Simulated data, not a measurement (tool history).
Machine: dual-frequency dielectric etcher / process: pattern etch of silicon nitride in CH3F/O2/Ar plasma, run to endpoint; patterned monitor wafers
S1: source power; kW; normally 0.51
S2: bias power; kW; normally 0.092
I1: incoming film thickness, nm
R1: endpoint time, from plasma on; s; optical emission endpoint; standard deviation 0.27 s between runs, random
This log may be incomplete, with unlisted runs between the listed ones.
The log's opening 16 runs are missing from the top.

run 17 hour=1188.1 | S1=0.51 S2=0.078 | I1=26.49 | R1=32.9
run 18 hour=1267.2 | S1=0.51 S2=0.092 | I1=26.5 | R1=31.3
run 19 hour=1353.4 | S1=0.55 S2=0.112 | I1=26.17 | R1=28.2
run 20 hour=1430.2 | S1=0.51 S2=0.092 | I1=26 | R1=30.1
-- hour=1502.4 wet clean of the chamber
run 21 hour=1506.1 | S1=0.51 S2=0.092 | I1=26.3 | R1=32.1
-- hour=1533.4 bias power generator calibrated
run 22 hour=1573.5 | S1=0.61 S2=0.114 | I1=26.05 | R1=28
run 23 hour=1639 | S1=0.51 S2=0.103 | I1=26.29 | R1=30.8
run 24 hour=1717.4 | S1=0.51 S2=0.105 | I1=26.43 | R1=30.8
run 25 hour=1795.8 | S1=0.39 S2=0.113 | I1=26.46 | R1=32.6
run 26 hour=1863.9 | S1=0.51 S2=0.092 | I1=26.59 | R1=31.4
-- hour=1923.3 source power generator calibrated
run 27 hour=1928.7 | S1=0.41 S2=0.072 | I1=26.32 | R1=36.8

Run 28, settings as shown, results not yet in. Your forecast:
run 28 hour=1994.9 | S1=0.55 S2=0.092 | I1=26.29 | R1=?

{"run 28": {"R1": 29.9}}
Were there no unlogged condition in the tool, this run, its random variation unchanged, would have produced R1 31.1 s.
